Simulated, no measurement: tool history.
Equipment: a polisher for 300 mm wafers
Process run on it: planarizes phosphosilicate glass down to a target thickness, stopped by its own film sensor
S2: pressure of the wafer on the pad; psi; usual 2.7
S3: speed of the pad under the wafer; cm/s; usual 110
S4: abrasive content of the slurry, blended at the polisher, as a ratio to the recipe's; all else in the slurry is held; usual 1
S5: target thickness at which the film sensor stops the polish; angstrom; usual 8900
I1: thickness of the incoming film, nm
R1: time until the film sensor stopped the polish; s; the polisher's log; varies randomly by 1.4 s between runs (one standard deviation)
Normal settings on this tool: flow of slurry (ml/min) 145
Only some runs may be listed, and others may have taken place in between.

Run 1, hour 0: usual settings but S2 3.4 psi; I1 1644.2. Result: R1 61.5 s.
Run 2, hour 16.5: usual settings but S3 86 cm/s; I1 1667.6. Result: R1 95.8 s.
Run 3, hour 32.9: usual settings but S2 3.4 psi, S4 1.1; I1 1646.3. Result: R1 59.1 s.
Run 4, hour 47.5: usual settings but S2 3.3 psi; I1 1633.2. Result: R1 64.4 s.
At hour 62.7: head pressure recalibrated.
Run 5, hour 63.2: usual settings but S2 3.5 psi, S5 6630 angstrom; I1 1666.3. Result: R1 103.4 s.
Run 6, hour 77.2: usual settings but S2 3 psi, S3 86 cm/s, S5 11420 angstrom; I1 1680.3. Result: R1 77.7 s.
Run 7, hour 94.2: usual settings but S5 10690 angstrom; I1 1649.5. Result: R1 74.7 s.
Run 8, hour 103.6: usual settings but S2 3.3 psi; I1 1665.5. Result: R1 84 s.
At hour 142.2: worn pad replaced by a new one.
Run 9, hour 145: usual settings but flow of slurry (ml/min) 95, S2 2.2 psi; I1 1666.8. Result: R1 138.7 s.
At hour 157.2: slurry nozzle cleaned.
Run 10, hour 162.8: usual settings; I1 1634.6. Result: R1 96.5 s.
Run 11, hour 171.2: usual settings; I1 1681.4. Result: R1 101.1 s.
At hour 181.9: head pressure recalibrated, repeated, since the last time left the tool worse.
Run 12, hour 187.4: usual settings but flow of slurry (ml/min) 180, S3 134 cm/s, S4 1.15, S5 6380 angstrom; I1 1638.4. Result: R1 85.3 s.
Run 13, hour 203.4: usual settings but S3 92 cm/s, S4 1.1; I1 1643.5. Result: R1 90.2 s.
At hour 206.5: conditioning disc replaced and pad reconditioned.
Run 14, hour 215.2: usual settings but S2 2.2 psi, S4 0.75; I1 1644.4. Result: R1 117.2 s.
Run 15, hour 226.6: usual settings; I1 1648.1. Result: R1 84.2 s.
At hour 270.8: worn pad replaced by a new one.
Run 16, hour 274: usual settings; I1 1638.6. Result: R1 79.3 s.
Run 17, hour 282.9: usual settings but flow of slurry (ml/min) 160, S3 142 cm/s, S4 1.2; I1 1685.9. Result: R1 64.3 s.
Run 18, hour 296.9: usual settings; I1 1657.2. Result: R1 81.2 s.
Run 19, hour 304.8: usual settings; I1 1667.9. Result: R1 84 s.
Run 20, hour 349.5: usual settings but flow of slurry (ml/min) 190, S2 2.4 psi; I1 1681.9. Result: R1 90.4 s.
At hour 362.9: slurry blender recalibrated.
Run 21, hour 365.2: usual settings; I1 1644.2. Result: R1 78.9 s.
Run 22, hour 379.9: usual settings but S4 0.85; I1 1673.8. Result: R1 87.9 s.
Run 23, hour 386.2: usual settings but S2 2.1 psi, S3 80 cm/s, S4 1.25; I1 1647.1. Result: R1 123.2 s.
Run 24, hour 398.3: usual settings but S2 3 psi, S5 9740 angstrom; I1 1646.4. Result: R1 63.4 s.
At hour 407.4: worn pad replaced by a new one.
Run 25, hour 409.8: usual settings but S5 7020 angstrom; I1 1678.3. Result: R1 101.4 s.

Alternative continuations, all from the tool just after run 25; predict every row:
Run A, hour 410.2: usual settings but S4 1.3; I1 1641. Result: R1 ?.
Run B, hour 410.2: usual settings but S3 88 cm/s; I1 1641. Result: R1 ?.
Run C, hour 410.2: usual settings but S2 2 psi, S3 134 cm/s; I1 1641. Result: R1 ?.
Run D, hour 410.2: usual settings but flow of slurry (ml/min) 100, S4 0.7; I1 1641. Result: R1 ?.

run    R1
  A  70.6
  B  93.4
  C    90
  D  99.9
Without the tool's unlogged condition, the same runs would have read:
run     R1
  A     75
  B   99.3
  C   95.7
  D  106.2
